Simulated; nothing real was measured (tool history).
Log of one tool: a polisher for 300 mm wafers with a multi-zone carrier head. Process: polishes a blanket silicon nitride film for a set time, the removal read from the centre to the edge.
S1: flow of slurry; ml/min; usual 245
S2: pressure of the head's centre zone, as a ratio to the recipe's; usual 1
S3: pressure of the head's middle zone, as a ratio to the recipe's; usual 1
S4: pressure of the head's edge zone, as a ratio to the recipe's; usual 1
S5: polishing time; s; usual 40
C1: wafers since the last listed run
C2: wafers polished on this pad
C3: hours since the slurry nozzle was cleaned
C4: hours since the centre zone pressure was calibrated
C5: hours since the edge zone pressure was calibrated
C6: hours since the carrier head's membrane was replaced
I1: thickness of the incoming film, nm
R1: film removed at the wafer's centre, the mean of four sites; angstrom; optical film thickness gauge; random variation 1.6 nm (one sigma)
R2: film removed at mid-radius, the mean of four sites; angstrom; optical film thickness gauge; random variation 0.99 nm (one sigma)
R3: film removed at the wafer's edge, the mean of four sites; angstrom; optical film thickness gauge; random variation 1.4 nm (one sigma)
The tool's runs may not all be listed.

Run 1, day 0: usual settings; C1 0; C2 1399; C3 607; C4 1051.1; C5 1149.2; C6 1259.9; I1 705.9. Result: R1 1111 angstrom, R2 1136 angstrom, R3 1152 angstrom.
At day 0.008: worn pad replaced by a new one.
Run 2, day 0.554: usual settings; C1 198; C2 198; C3 620.3; C4 1064.4; C5 1162.5; C6 1273.2; I1 700.3. Result: R1 1207 angstrom, R2 1203 angstrom, R3 1211 angstrom.
Run 3, day 1.446: usual settings; C1 322; C2 521; C3 641.7; C4 1085.8; C5 1183.9; C6 1294.6; I1 701.5. Result: R1 1219 angstrom, R2 1199 angstrom, R3 1222 angstrom.
Run 4, day 2.679: usual settings; C1 446; C2 968; C3 671.3; C4 1115.4; C5 1213.5; C6 1324.2; I1 706.2. Result: R1 1200 angstrom, R2 1168 angstrom, R3 1187 angstrom.
Run 5, day 3.721: usual settings; C1 377; C2 1345; C3 696.3; C4 1140.4; C5 1238.5; C6 1349.2; I1 706.7. Result: R1 1140 angstrom, R2 1139 angstrom, R3 1138 angstrom.
At day 4.133: worn pad replaced by a new one.
Run 6, day 4.317: usual settings but S1 270 ml/min; C1 155; C2 66; C3 710.6; C4 1154.7; C5 1252.8; C6 1363.5; I1 701. Result: R1 1186 angstrom, R2 1212 angstrom, R3 1238 angstrom.
Run 7, day 5.1: usual settings but S1 270 ml/min; C1 283; C2 350; C3 729.4; C4 1173.5; C5 1271.6; C6 1382.3; I1 692. Result: R1 1231 angstrom, R2 1217 angstrom, R3 1230 angstrom.
At day 5.338: centre zone pressure recalibrated.
Run 8, day 6.192: usual settings; C1 365; C2 715; C3 755.6; C4 20.5; C5 1297.8; C6 1408.5; I1 701.6. Result: R1 1177 angstrom, R2 1186 angstrom, R3 1222 angstrom.
Run 9, day 6.908: usual settings; C1 259; C2 975; C3 772.8; C4 37.7; C5 1315; C6 1425.7; I1 694.9. Result: R1 1158 angstrom, R2 1163 angstrom, R3 1205 angstrom.
At day 7.892: worn pad replaced by a new one.
Run 10, day 8: usual settings but S2 0.96, S4 1.09, S5 50 s; C1 335; C2 38; C3 799; C4 63.9; C5 1341.2; C6 1451.9; I1 702.4. Result: R1 1400 angstrom, R2 1502 angstrom, R3 1565 angstrom.
At day 9.075: edge zone pressure recalibrated.
Run 11, day 9.288: usual settings; C1 436; C2 474; C3 829.9; C4 94.8; C5 5.1; C6 1482.8; I1 706.9. Result: R1 1178 angstrom, R2 1188 angstrom, R3 1209 angstrom.
At day 9.779: slurry nozzle cleaned.
Run 12, day 9.962: usual settings but S4 0.95; C1 229; C2 704; C3 4.4; C4 111; C5 21.3; C6 1499; I1 695.3. Result: R1 1143 angstrom, R2 1169 angstrom, R3 1151 angstrom.
Run 13, day 11.196: usual settings but S1 330 ml/min; C1 446; C2 1150; C3 34; C4 140.6; C5 50.9; C6 1528.6; I1 696.2. Result: R1 1202 angstrom, R2 1193 angstrom, R3 1181 angstrom.
At day 11.454: worn pad replaced by a new one.
At day 11.958: carrier head's membrane replaced by a new one.
Run 14, day 11.996: usual settings but S1 325 ml/min, S3 0.96; C1 153; C2 120; C3 53.2; C4 159.8; C5 70.1; C6 0.9; I1 692.7. Result: R1 1242 angstrom, R2 1208 angstrom, R3 1236 angstrom.
Run 15, day 13.396: usual settings but S3 1.09, S4 0.93; C1 507; C2 627; C3 86.8; C4 193.4; C5 103.7; C6 34.5; I1 709.5. Result: R1 1180 angstrom, R2 1269 angstrom, R3 1139 angstrom.
Run 16, day 14.438: usual settings but S2 1.11; C1 377; C2 1004; C3 111.8; C4 218.4; C5 128.7; C6 59.5; I1 701.9. Result: R1 1274 angstrom, R2 1161 angstrom, R3 1181 angstrom.
Run 17, day 15.033: usual settings but S1 295 ml/min, S2 0.91, S3 1.05, S5 49 s; C1 215; C2 1220; C3 126.1; C4 232.7; C5 143; C6 73.8; I1 702.6. Result: R1 1298 angstrom, R2 1485 angstrom, R3 1415 angstrom.

Forecast each of these 4 alternatives for the next run:
Run A, day 15.05: usual settings; C1 6; C2 1226; C3 126.5; C4 233.1; C5 143.4; C6 74.2; I1 690.4. Result: R1 ?, R2 ?, R3 ?.
Run B, day 15.05: usual settings but S1 300 ml/min, S2 0.93, S4 0.89, S5 47 s; C1 6; C2 1226; C3 126.5; C4 233.1; C5 143.4; C6 74.2; I1 690.4. Result: R1 ?, R2 ?, R3 ?.
Run C, day 15.05: usual settings but S1 195 ml/min, S2 1.09, S4 1.05, S5 36 s; C1 6; C2 1226; C3 126.5; C4 233.1; C5 143.4; C6 74.2; I1 690.4. Result: R1 ?, R2 ?, R3 ?.
Run D, day 15.05: usual settings but S1 320 ml/min, S3 1.07; C1 6; C2 1226; C3 126.5; C4 233.1; C5 143.4; C6 74.2; I1 690.4. Result: R1 ?, R2 ?, R3 ?.

run    R1    R2    R3
  A  1155  1137  1162
  B  1289  1364  1323
  C  1101   997  1046
  D  1188  1235  1183
Without the tool's hidden state the same runs would have given:
run    R1    R2    R3
  A  1219  1201  1226
  B  1361  1440  1397
  C  1162  1052  1105
  D  1254  1304  1249
